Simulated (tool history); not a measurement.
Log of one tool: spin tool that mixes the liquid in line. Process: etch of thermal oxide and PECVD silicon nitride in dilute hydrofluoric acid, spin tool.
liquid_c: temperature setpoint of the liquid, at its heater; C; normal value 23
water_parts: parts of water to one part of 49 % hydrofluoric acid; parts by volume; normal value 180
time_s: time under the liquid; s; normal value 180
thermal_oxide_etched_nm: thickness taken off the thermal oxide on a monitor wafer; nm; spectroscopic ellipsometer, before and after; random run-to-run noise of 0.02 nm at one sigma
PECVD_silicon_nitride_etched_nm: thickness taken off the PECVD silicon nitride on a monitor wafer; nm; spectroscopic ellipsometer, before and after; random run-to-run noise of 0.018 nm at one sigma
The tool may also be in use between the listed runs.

| run | day | liquid_c | water_parts | time_s | read-back film thickness of the thermal oxide reference wafer, read on the same gauge (nm) | read-back film thickness of the PECVD silicon nitride reference wafer, read on the same gauge (nm) | thermal_oxide_etched_nm | PECVD_silicon_nitride_etched_nm |
|---|---|---|---|---|---|---|---|---|
| 1 | 0 | 23 | 180 | 180 | 60.018 | 140.007 | 4.783 | 3.442 |
| 2 | 0.408 | 23 | 180 | 180 | 59.988 | 140.032 | 4.823 | 3.423 |
|  | 0.792 | gauge calibrated |
| 3 | 1.038 | 23 | 180 | 180 | 59.961 | 140.023 | 4.813 | 3.473 |
| 4 | 1.292 | 23 | 180 | 180 | 60.023 | 139.997 | 4.828 | 3.446 |
| 5 | 2.012 | 23 | 180 | 180 | 59.999 | 139.995 | 4.816 | 3.457 |
| 6 | 3.133 | 25.5 | 180 | 180 | 59.994 | 139.991 | 5.299 | 4.031 |
|  | 3.208 | hydrofluoric acid flow meter replaced, repeated, since the last time left the tool worse |
| 7 | 3.508 | 25.5 | 180 | 180 | 60.029 | 139.981 | 4.48 | 3.532 |
|  | 4.458 | thermometer replaced |
| 8 | 4.921 | 20 | 125 | 240 | 59.998 | 139.981 | 7.371 | 4.693 |
| 9 | 5.575 | 23 | 180 | 180 | 59.994 | 139.973 | 4.049 | 2.975 |
| 10 | 6.038 | 27.5 | 140 | 150 | 60.004 | 139.981 | 5.424 | 4.297 |
| 11 | 6.396 | 23 | 180 | 235 | 60.033 | 140.003 | 5.362 | 3.919 |
| 12 | 6.65 | 26 | 230 | 220 | 59.988 | 139.989 | 4.162 | 3.488 |
| 13 | 6.938 | 23 | 95 | 95 | 60.009 | 139.981 | 4.54 | 2.997 |
| 14 | 7.492 | 18.5 | 145 | 180 | 60.005 | 139.995 | 4.458 | 2.739 |
| 15 | 8.083 | 23 | 180 | 180 | 60.017 | 139.989 | 4.09 | 3.004 |
| 16 | 8.562 | 25 | 95 | 95 | 60.039 | 139.999 | 4.894 | 3.439 |
| 17 | 9.212 | 23 | 180 | 180 | 59.993 | 140.029 | 4.151 | 3.022 |
| 18 | 9.642 | 25.5 | 180 | 90 | 59.962 | 140.002 | 2.272 | 1.782 |
| 19 | 9.938 | 23 | 180 | 180 | 60.027 | 140.011 | 4.105 | 3.019 |
| 20 | 10.438 | 23 | 235 | 80 | 60.019 | 139.998 | 1.316 | 1.027 |
| 21 | 10.708 | 23 | 105 | 280 | 60.001 | 140.007 | 11.892 | 8.039 |
| 22 | 10.958 | 26 | 180 | 220 | 59.962 | 139.999 | 5.625 | 4.442 |
| 23 | 11.421 | 23 | 95 | 180 | 60.008 | 139.962 | 8.582 | 5.651 |
|  | 11.546 | gauge calibrated |
| 24 | 12.054 | 25 | 180 | 255 | 60.013 | 140.013 | 6.34 | 4.851 |
| 25 | 12.658 | 23 | 180 | 180 | 60.008 | 140.016 | 4.105 | 3.031 |

4 options for the next run, each taken on its own from the tool as it stands now. Forecast them:
| A | 12.679 | 23 | 180 | 180 | ? | ? | ? | ? |
| B | 12.679 | 23 | 180 | 145 | ? | ? | ? | ? |
| C | 12.679 | 23 | 180 | 245 | ? | ? | ? | ? |
| D | 12.679 | 18.5 | 100 | 85 | ? | ? | ? | ? |

| run | read-back film thickness of the thermal oxide reference wafer, read on the same gauge (nm) | read-back film thickness of the PECVD silicon nitride reference wafer, read on the same gauge (nm) | thermal_oxide_etched_nm | PECVD_silicon_nitride_etched_nm |
|---|---|---|---|---|
| A | 60.016 | 139.993 | 4.125 | 3.018 |
| B | 60.016 | 139.993 | 3.323 | 2.431 |
| C | 60.016 | 139.993 | 5.614 | 4.108 |
| D | 60.016 | 139.993 | 3.192 | 1.875 |
Stripped of hidden state, with their random variation kept, the same runs would have yielded:
| run | thermal_oxide_etched_nm | PECVD_silicon_nitride_etched_nm |
|---|---|---|
| A | 4.067 | 2.983 |
| B | 3.276 | 2.403 |
| C | 5.536 | 4.06 |
| D | 3.15 | 1.854 |
